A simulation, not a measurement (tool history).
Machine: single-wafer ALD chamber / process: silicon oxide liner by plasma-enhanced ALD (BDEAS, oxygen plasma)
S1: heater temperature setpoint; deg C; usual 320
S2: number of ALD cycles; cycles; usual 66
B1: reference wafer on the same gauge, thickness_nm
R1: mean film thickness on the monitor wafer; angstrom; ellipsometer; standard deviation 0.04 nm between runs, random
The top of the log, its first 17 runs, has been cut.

run 18 day=8.633 | S1=320 S2=66 | B1=5.675 | R1=70.26
run 19 day=9.325 | S1=310 S2=78 | B1=5.672 | R1=84.08
run 20 day=9.621 | S1=316 S2=66 | B1=5.662 | R1=71.47
run 21 day=10.367 | S1=332 S2=77 | B1=5.668 | R1=79.84
run 22 day=11.071 | S1=308 S2=70 | B1=5.671 | R1=75.40
run 23 day=11.442 | S1=311 S2=60 | B1=5.667 | R1=65.08
-- day=12.717 thermocouple changed; heater temperature recalibrated
run 24 day=13.317 | S1=332 S2=55 | B1=5.680 | R1=57.83
run 25 day=13.854 | S1=315 S2=77 | B1=5.656 | R1=81.63
run 26 day=14.292 | S1=320 S2=66 | B1=5.665 | R1=70.00
-- day=14.529 gauge calibrated
run 27 day=15.083 | S1=320 S2=76 | B1=5.669 | R1=80.55
run 28 day=15.479 | S1=320 S2=62 | B1=5.669 | R1=65.83
run 29 day=15.954 | S1=334 S2=54 | B1=5.676 | R1=56.38
run 30 day=16.671 | S1=311 S2=66 | B1=5.682 | R1=71.21
run 31 day=17.367 | S1=332 S2=54 | B1=5.674 | R1=56.81
run 32 day=19.379 | S1=314 S2=77 | B1=5.660 | R1=82.46
run 33 day=19.804 | S1=316 S2=66 | B1=5.669 | R1=70.78
run 34 day=20.196 | S1=333 S2=57 | B1=5.667 | R1=59.97

What if the next run were any one of these 5? Each begins from the tool's condition after run 34:
run A day=20.217 | S1=307 S2=66 | B1=? | R1=?
run B day=20.217 | S1=332 S2=56 | B1=? | R1=?
run C day=20.217 | S1=315 S2=78 | B1=? | R1=?
run D day=20.217 | S1=328 S2=79 | B1=? | R1=?
run E day=20.217 | S1=327 S2=77 | B1=? | R1=?

run=A B1=5.667 R1=70.60
run=B B1=5.667 R1=58.04
run=C B1=5.667 R1=82.61
run=D B1=5.667 R1=82.30
run=E B1=5.667 R1=80.32
With the hidden condition removed and each run's random variation left untouched, the same runs would have given:
run=A R1=70.60
run=B R1=58.04
run=C R1=82.61
run=D R1=82.30
run=E R1=80.32
